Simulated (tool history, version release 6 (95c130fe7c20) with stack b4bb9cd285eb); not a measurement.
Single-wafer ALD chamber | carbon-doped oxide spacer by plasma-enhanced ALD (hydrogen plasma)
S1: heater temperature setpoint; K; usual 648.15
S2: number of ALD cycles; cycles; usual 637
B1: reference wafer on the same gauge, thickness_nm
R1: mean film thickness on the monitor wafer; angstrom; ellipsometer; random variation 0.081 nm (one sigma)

Run 1, day 0.000: usual settings but S1 657.15 K; B1 33.697. Result: R1 324.40 angstrom.
Run 2, day 6.192: usual settings but S1 657.15 K; B1 33.699. Result: R1 324.24 angstrom.
Run 3, day 7.867: usual settings; B1 33.702. Result: R1 324.49 angstrom.
Run 4, day 11.375: usual settings; B1 33.705. Result: R1 324.62 angstrom.
Run 5, day 13.829: usual settings; B1 33.695. Result: R1 324.77 angstrom.
Run 6, day 15.658: usual settings but S2 664 cycles; B1 33.703. Result: R1 337.10 angstrom.
Run 7, day 19.025: usual settings but S1 658.15 K; B1 33.698. Result: R1 325.19 angstrom.
Run 8, day 20.688: usual settings but S1 658.15 K; B1 33.712. Result: R1 326.25 angstrom.
Run 9, day 24.667: usual settings but S1 658.15 K; B1 33.718. Result: R1 324.58 angstrom.
Run 10, day 27.846: usual settings but S1 660.15 K, S2 552 cycles; B1 33.712. Result: R1 281.28 angstrom.
Run 11, day 34.817: usual settings but S1 660.15 K, S2 552 cycles; B1 33.708. Result: R1 281.10 angstrom.
Run 12, day 36.483: usual settings but S1 660.15 K, S2 552 cycles; B1 33.699. Result: R1 281.44 angstrom.
Run 13, day 39.325: usual settings; B1 33.695. Result: R1 325.42 angstrom.
Run 14, day 42.612: usual settings but S1 655.15 K, S2 563 cycles; B1 33.693. Result: R1 286.79 angstrom.
Run 15, day 44.712: usual settings but S1 655.15 K, S2 563 cycles; B1 33.715. Result: R1 287.32 angstrom.
Run 16, day 49.196: usual settings; B1 33.694. Result: R1 324.92 angstrom.
Run 17, day 52.979: usual settings; B1 33.703. Result: R1 324.52 angstrom.
Run 18, day 56.888: usual settings; B1 33.689. Result: R1 324.19 angstrom.
Run 19, day 61.088: usual settings but S2 609 cycles; B1 33.700. Result: R1 309.47 angstrom.
Run 20, day 65.542: usual settings but S2 578 cycles; B1 33.694. Result: R1 294.64 angstrom.
At day 73.233: thermocouple changed; heater temperature recalibrated.
Run 21, day 78.129: usual settings but S2 578 cycles; B1 33.691. Result: R1 294.30 angstrom.
Run 22, day 81.538: usual settings but S2 578 cycles; B1 33.701. Result: R1 294.44 angstrom.
Run 23, day 92.767: usual settings; B1 33.695. Result: R1 325.16 angstrom.
Run 24, day 95.904: usual settings but S1 658.15 K, S2 739 cycles; B1 33.696. Result: R1 377.99 angstrom.
Run 25, day 98.146: usual settings but S1 640.15 K, S2 565 cycles; B1 33.709. Result: R1 287.92 angstrom.
Run 26, day 99.933: usual settings; B1 33.691. Result: R1 324.15 angstrom.
Run 27, day 102.562: usual settings but S2 565 cycles; B1 33.700. Result: R1 288.38 angstrom.
Run 28, day 104.238: usual settings but S1 653.15 K, S2 563 cycles; B1 33.710. Result: R1 285.99 angstrom.
Run 29, day 106.146: usual settings; B1 33.695. Result: R1 324.42 angstrom.
Run 30, day 108.750: usual settings but S1 635.15 K; B1 33.693. Result: R1 324.49 angstrom.
At day 109.600: gauge calibrated.
Run 31, day 112.696: usual settings but S1 658.15 K, S2 739 cycles; B1 33.710. Result: R1 375.93 angstrom.
Run 32, day 114.733: usual settings but S1 662.15 K, S2 579 cycles; B1 33.689. Result: R1 295.53 angstrom.
Run 33, day 116.804: usual settings but S1 657.15 K, S2 531 cycles; B1 33.696. Result: R1 271.88 angstrom.
Run 34, day 121.154: usual settings but S1 653.15 K; B1 33.716. Result: R1 324.05 angstrom.
Run 35, day 123.021: usual settings but S1 636.15 K, S2 546 cycles; B1 33.713. Result: R1 279.07 angstrom.
Run 36, day 125.775: usual settings but S1 659.15 K; B1 33.693. Result: R1 323.90 angstrom.
Run 37, day 130.125: usual settings but S1 635.15 K, S2 523 cycles; B1 33.695. Result: R1 267.47 angstrom.
Run 38, day 132.338: usual settings; B1 33.688. Result: R1 324.18 angstrom.
Run 39, day 136.504: usual settings but S1 640.15 K, S2 762 cycles; B1 33.690. Result: R1 387.92 angstrom.
Run 40, day 139.688: usual settings but S1 637.15 K, S2 593 cycles; B1 33.688. Result: R1 302.48 angstrom.
Run 41, day 142.442: usual settings but S1 656.15 K, S2 523 cycles; B1 33.700. Result: R1 267.79 angstrom.
Run 42, day 145.879: usual settings; B1 33.694. Result: R1 324.01 angstrom.
Run 43, day 148.704: usual settings but S1 639.15 K, S2 515 cycles; B1 33.687. Result: R1 261.19 angstrom.
Run 44, day 152.125: usual settings; B1 33.700. Result: R1 325.18 angstrom.
Run 45, day 154.471: usual settings; B1 33.704. Result: R1 324.92 angstrom.
Run 46, day 158.292: usual settings but S1 634.15 K, S2 578 cycles; B1 33.688. Result: R1 294.81 angstrom.

Forecast each of these 3 alternatives for the next run:
Run A, day 158.350: usual settings; B1 ?. Result: R1 ?.
Run B, day 158.350: usual settings but S1 637.15 K, S2 758 cycles; B1 ?. Result: R1 ?.
Run C, day 158.350: usual settings but S2 670 cycles; B1 ?. Result: R1 ?.

run      B1      R1
  A  33.708  324.02
  B  33.708  385.57
  C  33.708  340.81
Without the tool's hidden state the same runs would have given:
run      R1
  A  324.02
  B  385.57
  C  340.81
